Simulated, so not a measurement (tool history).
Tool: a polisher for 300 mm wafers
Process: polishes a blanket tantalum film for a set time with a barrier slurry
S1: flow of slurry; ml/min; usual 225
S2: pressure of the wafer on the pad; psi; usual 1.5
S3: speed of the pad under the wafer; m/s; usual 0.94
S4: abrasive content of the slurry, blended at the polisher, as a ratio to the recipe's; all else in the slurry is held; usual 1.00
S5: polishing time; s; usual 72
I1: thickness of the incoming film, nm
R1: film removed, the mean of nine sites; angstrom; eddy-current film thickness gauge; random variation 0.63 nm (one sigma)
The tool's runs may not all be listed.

run,hour,S1,S2,S3,S4,S5,I1,R1
1,0.0,225,1.5,0.94,1.00,72,268.1,770
2,25.6,225,1.5,0.94,1.00,80,267.2,841
3,40.9,225,1.5,0.94,1.00,80,273.8,840
4,65.9,225,1.5,0.94,1.00,65,271.0,679
5,88.6,225,1.5,0.94,1.00,72,272.0,741
6,119.4,225,1.5,0.94,1.00,72,272.2,738
7,154.9,225,1.5,0.94,1.00,72,269.9,726
8,228.3,225,1.5,0.94,1.00,72,270.6,713
9,259.0,225,1.5,0.94,1.00,72,272.3,768
10,294.8,225,1.5,0.94,1.00,72,272.3,767
11,327.6,145,1.3,1.02,1.15,72,266.7,718
12,345.4,225,1.5,0.94,1.00,72,264.3,753
13,369.9,225,1.5,0.94,0.80,65,268.3,601
14,392.0,245,1.1,0.94,0.80,72,272.5,609
15,424.5,225,1.5,0.94,1.00,72,266.7,724
16,452.4,225,1.5,0.94,1.00,72,269.5,722
17,477.4,195,1.5,0.84,1.00,72,274.6,588
18,492.3,225,1.6,1.06,1.00,72,268.8,787
19,511.4,225,1.5,1.20,0.75,72,273.5,764
20,547.2,225,1.5,0.94,1.00,72,269.2,661
21,573.7,250,1.5,0.94,1.00,72,267.8,773
22,597.4,225,1.5,0.94,1.00,48,264.2,501
23,622.2,225,1.6,1.06,1.00,72,263.8,885
24,635.0,165,1.5,0.94,1.00,62,267.6,592
25,652.0,260,1.5,0.74,1.15,84,267.1,738
26,686.0,225,1.5,0.94,1.00,72,274.6,739
27,730.4,225,1.2,0.94,1.20,72,271.6,698
28,759.2,165,1.2,1.14,1.00,62,267.7,590
29,791.0,175,1.2,0.94,1.00,83,272.4,648
30,850.4,225,1.5,0.94,1.00,72,274.5,653
31,879.2,150,1.5,0.94,1.00,72,270.2,462

Taken out of this log: 11 entries between the listed runs. Where each belongs, and how the hidden state differs across it:
Between runs 4 and 5: slurry blender recalibrated (hour 84.5)
  slurry flow missing at the pad, %: 19.2 -> 21.8
  measured less the result without the state, R1: -21 -> -28 angstrom
Between runs 6 and 7: worn pad replaced by a new one (hour 137.1)
  slurry flow missing at the pad, %: 25.4 -> 29.5
  measured less the result without the state, R1: -33 -> -41 angstrom
Between runs 7 and 8: head pressure recalibrated (hour 178.9)
  slurry flow missing at the pad, %: 29.5 -> 37.9
  measured less the result without the state, R1: -41 -> -61 angstrom
Between runs 8 and 9: slurry nozzle cleaned (hour 240.4)
  slurry flow missing at the pad, %: 37.9 -> 3.7
  measured less the result without the state, R1: -61 -> -4 angstrom
Between runs 10 and 11: slurry blender recalibrated (hour 318.7)
  slurry flow missing at the pad, %: 7.83 -> 11.6
  measured less the result without the state, R1: -8 -> -20 angstrom
Between runs 12 and 13: worn pad replaced by a new one, of another model than before (hour 361.5)
  slurry flow missing at the pad, %: 13.7 -> 16.5
  measured less the result without the state, R1: -15 -> -26 angstrom
Between runs 20 and 21: slurry nozzle cleaned (hour 552.4); worn pad replaced by a new one (hour 573.2)
  slurry flow missing at the pad, %: 36.9 -> 5.47
  measured less the result without the state, R1: -116 -> -8 angstrom
Between runs 21 and 22: slurry blender recalibrated (hour 586.0)
  slurry flow missing at the pad, %: 5.47 -> 8.2
  measured less the result without the state, R1: -8 -> -9 angstrom
Between runs 28 and 29: worn pad replaced by a new one (hour 790.5)
  slurry flow missing at the pad, %: 26.9 -> 30.5
  measured less the result without the state, R1: -90 -> -114 angstrom
Between runs 30 and 31: slurry blender recalibrated (hour 860.6)
  slurry flow missing at the pad, %: 37.4 -> 40.7
  measured less the result without the state, R1: -119 -> -222 angstrom

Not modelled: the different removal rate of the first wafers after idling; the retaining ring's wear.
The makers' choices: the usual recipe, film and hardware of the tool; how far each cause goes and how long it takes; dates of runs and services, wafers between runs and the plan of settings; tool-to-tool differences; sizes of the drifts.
